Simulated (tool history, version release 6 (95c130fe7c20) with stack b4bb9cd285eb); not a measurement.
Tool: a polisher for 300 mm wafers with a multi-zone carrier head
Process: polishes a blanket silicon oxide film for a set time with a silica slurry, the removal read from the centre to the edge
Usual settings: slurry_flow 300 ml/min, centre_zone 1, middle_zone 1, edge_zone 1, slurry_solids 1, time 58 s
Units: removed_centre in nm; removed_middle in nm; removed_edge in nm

run   hour  slurry_flow  centre_zone  middle_zone  edge_zone  slurry_solids  time  wafers since the last listed run  wafers polished on this pad  hours since the slurry nozzle was cleaned  hours since the centre zone pressure was calibrated  hours since the edge zone pressure was calibrated  hours since the carrier head's membrane was replaced  incoming thickness of the incoming film, nm  removed_centre  removed_middle  removed_edge
  1      0          300            1            1          1              1    58                                 0                         1483                                      331.3                                                320.1                                              104.6                                                   9.7                                       1817.8           152.6           149.8           155
      10.6  -- worn pad replaced by a new one
      13.2  -- centre zone pressure recalibrated
  2   31.4          300            1            1          1              1    67                               194                          143                                      362.7                                                 18.2                                                136                                                  41.1                                       1798.6           175.4           174.5         177.8
  3   67.8          300            1          0.9          1              1    58                               278                          422                                      399.1                                                 54.6                                              172.4                                                  77.5                                       1830.1           147.5           137.1         152.1
  4     91          300         1.05            1          1              1    58                               177                          600                                      422.3                                                 77.8                                              195.6                                                 100.7                                       1823.8             158           147.9         152.9
  5  112.6          300            1            1          1            1.1    40                               165                          765                                      443.9                                                 99.4                                              217.2                                                 122.3                                       1814.8           108.5           106.5         112.6
  6  204.5          300            1            1       1.11              1    58                               703                         1469                                      535.8                                                191.3                                              309.1                                                 214.2                                       1829.7           147.8           144.6           160
  7    230          300            1            1          1              1    58                               195                         1664                                      561.3                                                216.8                                              334.6                                                 239.7                                       1839.7             146           144.6         152.3
     243.1  -- slurry nozzle cleaned
  8  246.7          235            1            1          1              1    58                               120                         1784                                        3.6                                                233.5                                              351.3                                                 256.4                                       1824.6           151.2           150.1         153.5
     257.3  -- worn pad replaced by a new one
  9  271.2          300            1            1          1              1    58                               156                          106                                       28.1                                                  258                                              375.8                                                 280.9                                       1824.4           154.1           151.9           156
     293.5  -- centre zone pressure recalibrated
 10  297.5          300         1.07            1          1           0.75    58                               186                          292                                       54.4                                                    4                                              402.1                                                 307.2                                       1812.9           128.7           118.5         122.8
 11  311.4          300            1            1          1              1    58                               106                          398                                       68.3                                                 17.9                                                416                                                 321.1                                       1824.7           156.4           151.7         158.7
 12  324.4          300         0.92         1.09          1              1    58                                99                          498                                       81.3                                                 30.9                                                429                                                 334.1                                       1787.7           142.7             161         153.7
 13  355.7          300            1            1          1              1    58                               239                          738                                      112.6                                                 62.2                                              460.3                                                 365.4                                       1835.3           152.3           152.6         155.2
 14  391.5          300            1            1          1              1    58                               274                         1012                                      148.4                                                   98                                              496.1                                                 401.2                                       1814.7           151.8           153.1         157.1
 15  405.1          395            1         1.09       0.97            0.9    58                               104                         1116                                        162                                                111.6                                              509.7                                                 414.8                                       1803.8           144.4           152.5         145.7
 16  440.3          205         0.93         1.09       1.05              1    58                               269                         1385                                      197.2                                                146.8                                              544.9                                                   450                                       1844.5           130.9           150.1         154.9
 17  458.4          300         1.07         1.08       1.07           1.15    58                               138                         1524                                      215.3                                                164.9                                                563                                                 468.1                                       1801.9           180.9           173.9         174.5
 18  493.9          235            1            1       1.08              1    58                               271                         1796                                      250.8                                                200.4                                              598.5                                                 503.6                                       1837.5             144           142.5         158.2
 19  507.9          300            1         1.08          1            0.8    53                               107                         1903                                      264.8                                                214.4                                              612.5                                                 517.6                                       1806.8           114.3           119.4           118
     516.9  -- worn pad replaced by a new one
 20  522.2          350         1.06            1          1              1    58                                78                           40                                      279.1                                                228.7                                              626.8                                                 531.9                                       1842.4           161.9           151.7         155.1

Hidden state or all else? Some run-to-run changes of removed_centre, split into what the settings, what came in and random variation would give without the hidden state, and what is left for the hidden state (with any gauge scatter that isn't in both results):
The hidden state here: removal rate lost through wear of the pad, %; slurry flow missing at the pad, %; deviation of the centre zone's pressure from its setpoint, %; deviation of the edge zone's pressure from its setpoint, %.
Run 4 -> 5: centre_zone 1.05 -> 1, slurry_solids 1 -> 1.1, time 58 -> 40. removed_centre -49.5 nm: hidden state +2, all else -51.5.
Run 5 -> 6: edge_zone 1 -> 1.11, slurry_solids 1.1 -> 1, time 40 -> 58. removed_centre +39.3 nm: hidden state -4.1, all else +43.4.
Run 7 -> 8: slurry_flow 300 -> 235, slurry nozzle cleaned. removed_centre +5.2 nm: hidden state +8.1, all else -2.9.
Run 16 -> 17: slurry_flow 205 -> 300, centre_zone 0.93 -> 1.07, middle_zone 1.09 -> 1.08, edge_zone 1.05 -> 1.07, slurry_solids 1 -> 1.15. removed_centre +50 nm: hidden state +0.2, all else +49.8.

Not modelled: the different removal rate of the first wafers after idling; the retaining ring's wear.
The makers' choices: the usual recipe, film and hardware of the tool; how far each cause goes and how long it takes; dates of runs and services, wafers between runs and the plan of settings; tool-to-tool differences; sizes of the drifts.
